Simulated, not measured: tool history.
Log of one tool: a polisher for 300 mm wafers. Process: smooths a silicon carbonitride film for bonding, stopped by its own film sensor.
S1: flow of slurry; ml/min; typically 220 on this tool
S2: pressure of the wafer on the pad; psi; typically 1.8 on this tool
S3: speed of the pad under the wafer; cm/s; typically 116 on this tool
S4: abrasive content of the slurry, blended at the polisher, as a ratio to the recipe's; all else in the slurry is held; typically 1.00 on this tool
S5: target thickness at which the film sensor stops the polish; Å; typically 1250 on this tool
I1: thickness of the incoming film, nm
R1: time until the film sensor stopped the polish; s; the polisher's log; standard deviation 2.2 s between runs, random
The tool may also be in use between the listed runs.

run	day	S1	S2	S3	S4	S5	I1	R1
1	0.000	220	1.8	116	1.00	1250	157.6	146.3
2	4.017	220	1.8	116	1.00	1250	161.6	167.5
3	8.488	220	1.8	116	1.00	1250	163.2	175.3
4	10.854	220	1.8	116	1.00	1250	158.3	162.9
5	13.117	220	1.6	146	1.00	1250	158.3	157.6
6	15.017	220	1.8	116	1.00	1250	157.6	130.2
7	16.821	220	1.8	116	1.00	1250	162.6	154.9
8	20.400	220	1.8	116	1.00	1250	159.2	154.2
9	24.467	150	1.8	116	1.10	1250	157.4	139.1
10	26.771	220	1.8	154	0.75	1250	162.9	144.9
11	28.725	220	1.8	132	1.00	1130	159.0	190.4
12	31.562	245	1.8	116	1.00	1250	159.5	149.3
13	33.292	270	2.0	84	1.00	1250	158.6	171.9
14	37.067	220	2.3	116	1.00	1250	158.9	131.7
15	38.988	220	1.5	116	1.00	1250	161.3	185.6
16	41.775	220	1.8	116	1.00	1250	159.9	161.8

The log once held 9 entries between its listed runs, left out of this copy. Where does each go, and what is different about the tool's unlogged condition between the listed run before it and the listed run after it?
From run 2 to run 3: worn pad replaced by a new one (day 6.392)
  removal rate lost through wear of the pad, %: 8.17 -> 4.22; deviation of the head's pressure from its setpoint, %: -7.55 -> -10.1
  the result without the hidden state subtracted from the measured one, R1: +23.3 -> +21.4 s
From run 5 to run 6: head pressure recalibrated (day 14.046); worn pad replaced by a new one (day 14.388)
  removal rate lost through wear of the pad, %: 10.9 -> 0.947; deviation of the head's pressure from its setpoint, %: -13.2 -> -0.396
  the result without the hidden state subtracted from the measured one, R1: +32.4 -> +1.7 s
From run 7 to run 8: slurry blender recalibrated (day 17.433)
  removal rate lost through wear of the pad, %: 3.54 -> 8.68; deviation of the head's pressure from its setpoint, %: -0.453 -> -0.733
  the result without the hidden state subtracted from the measured one, R1: +6.0 -> +14.3 s
From run 8 to run 9: worn pad replaced by a new one (day 22.583)
  removal rate lost through wear of the pad, %: 8.68 -> 2.87; deviation of the head's pressure from its setpoint, %: -0.733 -> -1.32
  the result without the hidden state subtracted from the measured one, R1: +14.3 -> +5.5 s
From run 11 to run 12: worn pad replaced by a new one (day 29.788); slurry nozzle cleaned (day 30.096)
  removal rate lost through wear of the pad, %: 8.98 -> 4.68; deviation of the head's pressure from its setpoint, %: -2.23 -> -3.02
  the result without the hidden state subtracted from the measured one, R1: +20.3 -> +10.6 s
From run 12 to run 13: slurry blender recalibrated (day 32.692)
  removal rate lost through wear of the pad, %: 4.68 -> 7.16; deviation of the head's pressure from its setpoint, %: -3.02 -> -3.56
  the result without the hidden state subtracted from the measured one, R1: +10.6 -> +17.0 s
From run 14 to run 15: worn pad replaced by a new one (day 38.096)
  removal rate lost through wear of the pad, %: 12.6 -> 2.76; deviation of the head's pressure from its setpoint, %: -4.93 -> -5.72
  the result without the hidden state subtracted from the measured one, R1: +21.2 -> +13.6 s

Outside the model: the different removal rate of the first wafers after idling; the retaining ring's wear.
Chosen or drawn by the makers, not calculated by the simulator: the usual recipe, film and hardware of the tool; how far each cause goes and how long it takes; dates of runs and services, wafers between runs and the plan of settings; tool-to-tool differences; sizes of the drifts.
